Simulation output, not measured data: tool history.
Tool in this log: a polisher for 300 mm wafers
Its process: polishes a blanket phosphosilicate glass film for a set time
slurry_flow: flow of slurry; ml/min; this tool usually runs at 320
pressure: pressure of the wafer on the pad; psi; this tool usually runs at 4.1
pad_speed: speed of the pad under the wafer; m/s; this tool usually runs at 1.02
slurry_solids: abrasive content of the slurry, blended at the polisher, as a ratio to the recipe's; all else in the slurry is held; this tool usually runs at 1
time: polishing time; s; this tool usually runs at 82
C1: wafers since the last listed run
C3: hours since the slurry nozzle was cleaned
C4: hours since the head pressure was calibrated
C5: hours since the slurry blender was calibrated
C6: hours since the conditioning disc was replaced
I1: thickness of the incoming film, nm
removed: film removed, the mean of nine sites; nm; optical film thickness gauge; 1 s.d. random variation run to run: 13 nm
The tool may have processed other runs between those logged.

run 1 hour=0 | slurry_flow=320 pressure=4.1 pad_speed=1.02 slurry_solids=1 time=82 | C1=0 wafers_polished_on_this_pad=2810 C3=292 C4=1041.3 C5=140.5 C6=336.3 | I1=3568.5 | removed=841.5
-- hour=0.8 conditioning disc replaced and pad reconditioned
run 2 hour=50.1 | slurry_flow=320 pressure=4.1 pad_speed=1.02 slurry_solids=1 time=82 | C1=511 wafers_polished_on_this_pad=3322 C3=342.1 C4=1091.4 C5=190.6 C6=49.3 | I1=3614.3 | removed=814.5
-- hour=82.7 worn pad replaced by a new one
-- hour=121.6 head pressure recalibrated
run 3 hour=123.5 | slurry_flow=320 pressure=4.1 pad_speed=1.02 slurry_solids=1 time=82 | C1=699 wafers_polished_on_this_pad=402 C3=415.5 C4=1.9 C5=264 C6=122.7 | I1=3628 | removed=900.6
-- hour=223.1 slurry nozzle cleaned
-- hour=239.7 slurry blender recalibrated
run 4 hour=316 | slurry_flow=320 pressure=4.1 pad_speed=1.02 slurry_solids=1 time=82 | C1=1966 wafers_polished_on_this_pad=2369 C3=92.9 C4=194.4 C5=76.3 C6=315.2 | I1=3680.3 | removed=870.6
-- hour=400.4 conditioning disc replaced and pad reconditioned
run 5 hour=414.3 | slurry_flow=320 pressure=4.1 pad_speed=1.02 slurry_solids=1 time=82 | C1=999 wafers_polished_on_this_pad=3368 C3=191.2 C4=292.7 C5=174.6 C6=13.9 | I1=3656.9 | removed=830.7
-- hour=429.3 worn pad replaced by a new one
run 6 hour=520.9 | slurry_flow=320 pressure=4.1 pad_speed=1.02 slurry_solids=1 time=82 | C1=1064 wafers_polished_on_this_pad=950 C3=297.8 C4=399.3 C5=281.2 C6=120.5 | I1=3640 | removed=867.6
run 7 hour=590.9 | slurry_flow=320 pressure=4.1 pad_speed=0.9 slurry_solids=1 time=82 | C1=726 wafers_polished_on_this_pad=1677 C3=367.8 C4=469.3 C5=351.2 C6=190.5 | I1=3605.5 | removed=773.8
-- hour=651.2 slurry blender recalibrated
run 8 hour=665.7 | slurry_flow=320 pressure=4.1 pad_speed=0.9 slurry_solids=1 time=82 | C1=755 wafers_polished_on_this_pad=2432 C3=442.6 C4=544.1 C5=14.5 C6=265.3 | I1=3571.1 | removed=726.5
run 9 hour=731.3 | slurry_flow=320 pressure=4.1 pad_speed=1.02 slurry_solids=1 time=70 | C1=680 wafers_polished_on_this_pad=3112 C3=508.2 C4=609.7 C5=80.1 C6=330.9 | I1=3682.8 | removed=683.4
-- hour=759.8 conditioning disc replaced and pad reconditioned
run 10 hour=803.7 | slurry_flow=320 pressure=4.1 pad_speed=1.02 slurry_solids=1 time=70 | C1=730 wafers_polished_on_this_pad=3843 C3=580.6 C4=682.1 C5=152.5 C6=43.9 | I1=3566.2 | removed=637.4
-- hour=805.3 slurry nozzle cleaned
-- hour=840.8 worn pad replaced by a new one
run 11 hour=859 | slurry_flow=320 pressure=4.1 pad_speed=1.02 slurry_solids=1 time=70 | C1=521 wafers_polished_on_this_pad=188 C3=53.7 C4=737.4 C5=207.8 C6=99.2 | I1=3578.7 | removed=761.7
run 12 hour=956.8 | slurry_flow=320 pressure=4.1 pad_speed=1.02 slurry_solids=1 time=82 | C1=1014 wafers_polished_on_this_pad=1203 C3=151.5 C4=835.2 C5=305.6 C6=197 | I1=3664.3 | removed=858.4
-- hour=973.8 slurry blender recalibrated
run 13 hour=999.8 | slurry_flow=320 pressure=4.1 pad_speed=1.02 slurry_solids=0.85 time=82 | C1=425 wafers_polished_on_this_pad=1628 C3=194.5 C4=878.2 C5=26 C6=240 | I1=3648 | removed=743.6
-- hour=1010.5 head pressure recalibrated
run 14 hour=1103.7 | slurry_flow=320 pressure=3.1 pad_speed=1.32 slurry_solids=1.2 time=82 | C1=1057 wafers_polished_on_this_pad=2685 C3=298.4 C4=93.2 C5=129.9 C6=343.9 | I1=3678.9 | removed=997.4

Run 15 is up next; what results do you expect?
run 15 hour=1151.1 | slurry_flow=320 pressure=5.1 pad_speed=1.02 slurry_solids=0.8 time=82 | C1=491 wafers_polished_on_this_pad=3177 C3=345.8 C4=140.6 C5=177.3 C6=391.3 | I1=3636 | removed=?

removed: 820.9 nm
If the tool had no hidden condition, the same run with the same run-to-run variation would have returned removed 937.8 nm.

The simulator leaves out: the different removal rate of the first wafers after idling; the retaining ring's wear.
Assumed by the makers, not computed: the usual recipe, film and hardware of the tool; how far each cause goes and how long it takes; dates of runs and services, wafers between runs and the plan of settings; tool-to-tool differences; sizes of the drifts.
